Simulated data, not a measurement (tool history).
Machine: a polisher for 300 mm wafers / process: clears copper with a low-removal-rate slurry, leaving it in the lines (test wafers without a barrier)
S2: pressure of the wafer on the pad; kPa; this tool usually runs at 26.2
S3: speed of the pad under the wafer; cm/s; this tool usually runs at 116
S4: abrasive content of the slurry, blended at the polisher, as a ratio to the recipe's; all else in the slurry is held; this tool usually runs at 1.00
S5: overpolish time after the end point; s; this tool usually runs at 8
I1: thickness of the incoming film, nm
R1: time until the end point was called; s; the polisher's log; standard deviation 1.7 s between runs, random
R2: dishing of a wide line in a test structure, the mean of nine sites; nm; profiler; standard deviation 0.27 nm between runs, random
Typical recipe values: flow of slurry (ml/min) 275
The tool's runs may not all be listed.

{"run": 1, "day": 0.0, "flow of slurry (ml/min)": 275, "S2": 26.2, "S3": 116, "S4": 1.0, "S5": 8, "I1": 421.1, "R1": 109.1, "R2": 21.1}
{"run": 2, "day": 0.683, "flow of slurry (ml/min)": 275, "S2": 26.2, "S3": 116, "S4": 1.2, "S5": 8, "I1": 417.8, "R1": 97.3, "R2": 21.7}
{"day": 1.371, "done": "worn pad replaced by a new one"}
{"run": 3, "day": 1.392, "flow of slurry (ml/min)": 275, "S2": 26.2, "S3": 116, "S4": 1.2, "S5": 8, "I1": 419.9, "R1": 100.4, "R2": 21.9}
{"run": 4, "day": 1.958, "flow of slurry (ml/min)": 275, "S2": 26.2, "S3": 116, "S4": 1.2, "S5": 8, "I1": 422.2, "R1": 101.4, "R2": 21.8}
{"day": 2.558, "done": "slurry blender recalibrated"}
{"run": 5, "day": 2.588, "flow of slurry (ml/min)": 275, "S2": 26.2, "S3": 116, "S4": 1.0, "S5": 8, "I1": 420.8, "R1": 96.8, "R2": 22.8}
{"run": 6, "day": 3.012, "flow of slurry (ml/min)": 275, "S2": 26.2, "S3": 116, "S4": 1.0, "S5": 8, "I1": 411.0, "R1": 91.9, "R2": 22.8}
{"day": 3.262, "done": "slurry nozzle cleaned"}
{"run": 7, "day": 3.296, "flow of slurry (ml/min)": 275, "S2": 26.2, "S3": 116, "S4": 1.0, "S5": 8, "I1": 413.8, "R1": 96.6, "R2": 22.7}
{"run": 8, "day": 3.712, "flow of slurry (ml/min)": 275, "S2": 26.2, "S3": 94, "S4": 1.25, "S5": 8, "I1": 415.2, "R1": 110.1, "R2": 19.7}
{"day": 4.179, "done": "head pressure recalibrated"}
{"run": 9, "day": 4.2, "flow of slurry (ml/min)": 275, "S2": 26.2, "S3": 116, "S4": 1.0, "S5": 10, "I1": 410.8, "R1": 95.6, "R2": 27.1}
{"run": 10, "day": 4.742, "flow of slurry (ml/min)": 275, "S2": 26.2, "S3": 116, "S4": 1.25, "S5": 12, "I1": 409.4, "R1": 89.1, "R2": 33.7}
{"run": 11, "day": 5.425, "flow of slurry (ml/min)": 305, "S2": 22.8, "S3": 146, "S4": 0.85, "S5": 8, "I1": 411.0, "R1": 91.1, "R2": 23.4}
{"day": 6.062, "done": "worn pad replaced by a new one"}
{"run": 12, "day": 6.083, "flow of slurry (ml/min)": 275, "S2": 26.2, "S3": 116, "S4": 1.0, "S5": 8, "I1": 412.0, "R1": 96.4, "R2": 21.6}
{"run": 13, "day": 6.338, "flow of slurry (ml/min)": 275, "S2": 26.2, "S3": 90, "S4": 1.0, "S5": 8, "I1": 420.4, "R1": 130.8, "R2": 17.5}
{"run": 14, "day": 6.667, "flow of slurry (ml/min)": 275, "S2": 26.2, "S3": 116, "S4": 1.0, "S5": 8, "I1": 413.8, "R1": 97.0, "R2": 21.6}
{"run": 15, "day": 7.075, "flow of slurry (ml/min)": 240, "S2": 26.2, "S3": 116, "S4": 0.85, "S5": 12, "I1": 414.7, "R1": 106.5, "R2": 29.1}
{"run": 16, "day": 7.804, "flow of slurry (ml/min)": 275, "S2": 26.2, "S3": 116, "S4": 1.0, "S5": 8, "I1": 418.1, "R1": 100.2, "R2": 21.8}
{"run": 17, "day": 8.062, "flow of slurry (ml/min)": 335, "S2": 17.9, "S3": 104, "S4": 1.0, "S5": 8, "I1": 419.5, "R1": 141.5, "R2": 15.7}
{"run": 18, "day": 8.388, "flow of slurry (ml/min)": 275, "S2": 26.2, "S3": 148, "S4": 1.15, "S5": 8, "I1": 420.3, "R1": 74.2, "R2": 27.8}
{"run": 19, "day": 8.721, "flow of slurry (ml/min)": 275, "S2": 26.2, "S3": 116, "S4": 1.0, "S5": 8, "I1": 412.6, "R1": 99.3, "R2": 21.6}
{"run": 20, "day": 9.358, "flow of slurry (ml/min)": 340, "S2": 26.2, "S3": 116, "S4": 1.0, "S5": 10, "I1": 413.5, "R1": 100.7, "R2": 26.7}
{"run": 21, "day": 10.083, "flow of slurry (ml/min)": 275, "S2": 22.1, "S3": 116, "S4": 1.0, "S5": 8, "I1": 416.8, "R1": 113.0, "R2": 19.4}
{"day": 10.671, "done": "worn pad replaced by a new one"}
{"run": 22, "day": 10.692, "flow of slurry (ml/min)": 315, "S2": 26.2, "S3": 116, "S4": 0.9, "S5": 8, "I1": 410.9, "R1": 105.0, "R2": 20.7}
{"run": 23, "day": 11.383, "flow of slurry (ml/min)": 345, "S2": 32.4, "S3": 130, "S4": 1.0, "S5": 8, "I1": 417.1, "R1": 77.4, "R2": 27.7}
{"run": 24, "day": 11.654, "flow of slurry (ml/min)": 275, "S2": 26.2, "S3": 116, "S4": 1.0, "S5": 8, "I1": 415.9, "R1": 102.2, "R2": 21.4}
{"run": 25, "day": 12.308, "flow of slurry (ml/min)": 320, "S2": 26.2, "S3": 116, "S4": 1.0, "S5": 9, "I1": 419.4, "R1": 100.5, "R2": 23.7}

What will run 26 give?
{"run": 26, "day": 12.829, "flow of slurry (ml/min)": 235, "S2": 31.7, "S3": 116, "S4": 1.3, "S5": 8, "I1": 413.3, "R1": "?", "R2": "?"}

R1: 82.9 s
R2: 25.5 nm
Without the tool's hidden state the same run would have given R1 75.2 s, R2 27.8 nm.
